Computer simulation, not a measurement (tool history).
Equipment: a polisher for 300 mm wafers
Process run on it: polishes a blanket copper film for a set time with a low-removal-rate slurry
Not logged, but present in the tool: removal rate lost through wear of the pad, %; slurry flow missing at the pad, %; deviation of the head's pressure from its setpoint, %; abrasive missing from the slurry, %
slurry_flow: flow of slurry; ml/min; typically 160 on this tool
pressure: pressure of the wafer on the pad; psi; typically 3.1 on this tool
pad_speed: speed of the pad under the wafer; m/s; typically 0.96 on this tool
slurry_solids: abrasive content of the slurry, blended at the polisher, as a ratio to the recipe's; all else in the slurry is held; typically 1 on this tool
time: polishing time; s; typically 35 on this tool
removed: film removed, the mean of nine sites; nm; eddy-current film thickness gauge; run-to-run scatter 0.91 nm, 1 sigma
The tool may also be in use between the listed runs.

run,day,slurry_flow,pressure,pad_speed,slurry_solids,time,wafers since the last listed run,wafers polished on this pad,hours since the slurry nozzle was cleaned,hours since the head pressure was calibrated,hours since the slurry blender was calibrated,"incoming thickness of the incoming film, nm",removed
1,0,140,3.1,0.96,1,38,0,1230,244.3,960.3,141.8,938.9,101.7
2,0.371,140,3.1,0.96,1,38,96,1326,253.2,969.2,150.7,951.7,101.1
3,0.754,140,3.1,0.96,1,38,99,1426,262.4,978.4,159.9,939.7,101.1
# day 1.054: slurry blender recalibrated
4,1.321,160,3.1,0.96,1,35,125,1552,276,992,6.4,940.5,93.6
# day 1.771: worn pad replaced by a new one
5,2.033,160,3.1,0.96,1,35,142,68,293.1,1009.1,23.5,950.7,95.6
6,2.683,160,3.1,0.96,1,35,169,237,308.7,1024.7,39.1,942.1,95.6
7,3.071,160,3.1,0.96,1,35,100,338,318,1034,48.4,951.1,94.7
8,3.462,160,3.1,0.96,1,35,102,440,327.4,1043.4,57.8,956,95.1
9,4.033,160,3.1,0.96,1,35,148,589,341.1,1057.1,71.5,946.7,94.5
# day 4.817: head pressure recalibrated
10,4.838,160,3.1,0.96,1,35,187,776,360.4,0.5,90.8,951,108.7
11,5.129,160,3.1,0.96,1,35,75,852,367.4,7.5,97.8,953.9,109.2
12,5.8,160,3.1,0.96,1,35,174,1027,383.5,23.6,113.9,928.7,108.2
13,6.342,160,3.1,0.96,1,35,141,1168,396.5,36.6,126.9,942.9,108.9
14,6.692,160,3.7,0.72,1,35,91,1259,404.9,45,135.3,923.9,97.8
# day 6.825: slurry blender recalibrated
# day 6.912: worn pad replaced by a new one
15,7.233,160,3.1,0.96,1,35,96,83,417.9,58,9.8,943.5,109
16,7.688,160,3.1,0.96,1,35,118,202,428.8,68.9,20.7,949.9,108.3
17,8.333,160,2.8,0.96,0.75,44,168,370,444.3,84.4,36.2,940.6,114.7
18,8.996,160,3.1,0.88,1,35,172,542,460.2,100.3,52.1,949.1,100.6
19,9.308,160,3.4,0.96,0.9,35,81,624,467.7,107.8,59.6,939.3,114
# day 9.996: slurry nozzle cleaned
20,10.017,160,3.1,0.66,1,35,173,797,0.5,124.8,76.6,953.3,74.3
21,10.721,160,3.1,0.96,1,35,183,981,17.4,141.7,93.5,949.3,107.8
22,11.075,160,2,0.96,0.7,35,92,1073,25.9,150.2,102,933.9,64
23,11.358,140,3.1,0.96,1,38,73,1147,32.7,157,108.8,936,113.4
# day 11.812: worn pad replaced by a new one
24,11.833,160,3.1,0.96,0.75,35,80,5,44.1,168.4,120.2,934.4,99.6
25,12.483,160,3.1,0.76,1,35,169,175,59.7,184,135.8,924.2,85
26,13.079,160,3.1,0.96,1,46,155,330,74,198.3,150.1,932.3,138.9
27,13.412,160,3.1,0.76,1.3,35,86,417,82,206.3,158.1,938.6,91

Some steps in removed between neighbouring runs. How much of each would the tool show without its hidden state too (settings, what came in, random variation), and how much is left for the hidden state, with any gauge scatter that isn't in both results?
Run 9 -> 10: head pressure recalibrated. removed +14.2 nm: hidden state +15.4, all else -1.2.
Run 22 -> 23: slurry_flow 160 -> 140, pressure 2 -> 3.1, slurry_solids 0.7 -> 1, time 35 -> 38. removed +49.4 nm: hidden state -0.7, all else +50.1.
Run 25 -> 26: pad_speed 0.76 -> 0.96, time 35 -> 46. removed +53.9 nm: hidden state -1, all else +54.9.
